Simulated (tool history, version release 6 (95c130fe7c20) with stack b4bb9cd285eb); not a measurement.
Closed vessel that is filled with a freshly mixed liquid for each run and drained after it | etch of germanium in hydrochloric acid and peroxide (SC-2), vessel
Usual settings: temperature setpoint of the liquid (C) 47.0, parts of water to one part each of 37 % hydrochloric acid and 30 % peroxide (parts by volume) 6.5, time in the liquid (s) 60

run,hour,temperature setpoint of the liquid (C),parts of water to one part each of 37 % hydrochloric acid and 30 % peroxide (parts by volume),time in the liquid (s),wafers since the last listed run,hours since the thermometer was replaced,hours since the chemicals flow meter was replaced,hours since the drum of peroxide was connected,hours since the gauge calibration,"read-back film thickness of the germanium reference wafer, read on the same gauge (nm)",thickness taken off the germanium on a monitor wafer (angstrom)
1,0.0,47.0,6.5,60,0,3015.6,0.5,36.2,356.5,40.00,1167.8
2,14.7,47.0,6.5,60,1359,3030.3,15.2,50.9,371.2,40.03,1167.2
3,28.2,47.0,6.5,60,1248,3043.8,28.7,64.4,384.7,39.99,1168.8
4,34.3,47.0,8.0,80,564,3049.9,34.8,70.5,390.8,40.00,1537.5
5,41.4,47.0,8.0,80,656,3057.0,41.9,77.6,397.9,40.02,1538.5
6,54.7,54.0,8.0,50,1229,3070.3,55.2,90.9,411.2,39.99,1199.4
7,63.6,40.0,9.0,70,822,3079.2,64.1,99.8,420.1,40.01,1057.7
8,69.9,47.0,9.0,95,582,3085.5,70.4,106.1,426.4,40.02,1799.7
9,84.1,47.0,4.5,30,1312,3099.7,84.6,120.3,440.6,40.00,585.7
10,90.4,47.0,6.5,60,582,3106.0,90.9,126.6,446.9,40.03,1164.5
# hour 94.2: gauge calibrated
# hour 94.8: thermometer replaced
11,101.9,54.0,5.0,30,970,7.1,102.4,138.1,7.7,39.99,701.2
12,118.9,47.0,6.5,50,1571,24.1,119.4,155.1,24.7,40.00,923.2
13,132.7,39.0,6.5,60,1276,37.9,133.2,168.9,38.5,39.98,841.3
14,144.1,47.0,6.5,60,1054,49.3,144.6,180.3,49.9,39.99,1114.6
15,154.0,39.0,4.0,80,915,59.2,154.5,190.2,59.8,39.99,1121.7
16,168.3,47.0,6.5,60,1322,73.5,168.8,204.5,74.1,39.98,1107.1
# hour 202.0: thermometer replaced, repeated, since the last time left the tool worse
17,216.1,52.0,9.0,95,4327,14.1,216.6,252.3,121.9,40.02,2240.0
18,224.9,40.5,6.5,60,813,22.9,225.4,261.1,130.7,40.01,987.6
19,234.4,47.0,5.0,75,878,32.4,234.9,270.6,140.2,40.01,1541.4
20,250.2,56.0,5.5,60,1460,48.2,250.7,286.4,156.0,40.02,1633.2
21,261.6,56.0,6.5,85,1054,59.6,262.1,297.8,167.4,40.00,2307.7
22,273.4,52.5,6.5,60,1091,71.4,273.9,309.6,179.2,40.01,1469.8
23,288.2,39.0,8.5,60,1368,86.2,288.7,324.4,194.0,39.99,920.3
24,299.9,50.5,4.0,40,1081,97.9,300.4,336.1,205.7,40.01,926.5
25,315.1,43.0,5.0,85,1405,113.1,315.6,351.3,220.9,39.99,1530.8
26,330.2,47.0,6.5,70,1396,128.2,330.7,366.4,236.0,39.99,1433.7
27,346.8,39.0,7.5,30,1534,144.8,347.3,383.0,252.6,40.00,467.7
28,361.9,47.0,6.5,60,1396,159.9,362.4,398.1,267.7,39.98,1231.0
29,373.2,50.5,6.5,85,1044,171.2,373.7,409.4,279.0,39.98,1937.6
30,384.6,47.0,6.5,60,1054,182.6,385.1,420.8,290.4,39.99,1227.3

4 ways to go on from here, each from the tool as it stands after run 30. What would each give?
A,385.3,54.5,6.5,60,64,183.3,385.8,421.5,291.1,?,?
B,385.3,55.0,6.5,85,64,183.3,385.8,421.5,291.1,?,?
C,385.3,51.5,6.5,60,64,183.3,385.8,421.5,291.1,?,?
D,385.3,47.0,4.0,60,64,183.3,385.8,421.5,291.1,?,?

run,"read-back film thickness of the germanium reference wafer, read on the same gauge (nm)",thickness taken off the germanium on a monitor wafer (angstrom)
A,40.00,1561.2
B,40.00,2246.2
C,40.00,1421.0
D,40.00,1243.7
Without the tool's hidden state the same runs would have given:
run,thickness taken off the germanium on a monitor wafer (angstrom)
A,1570.4
B,2259.4
C,1429.5
D,1251.5

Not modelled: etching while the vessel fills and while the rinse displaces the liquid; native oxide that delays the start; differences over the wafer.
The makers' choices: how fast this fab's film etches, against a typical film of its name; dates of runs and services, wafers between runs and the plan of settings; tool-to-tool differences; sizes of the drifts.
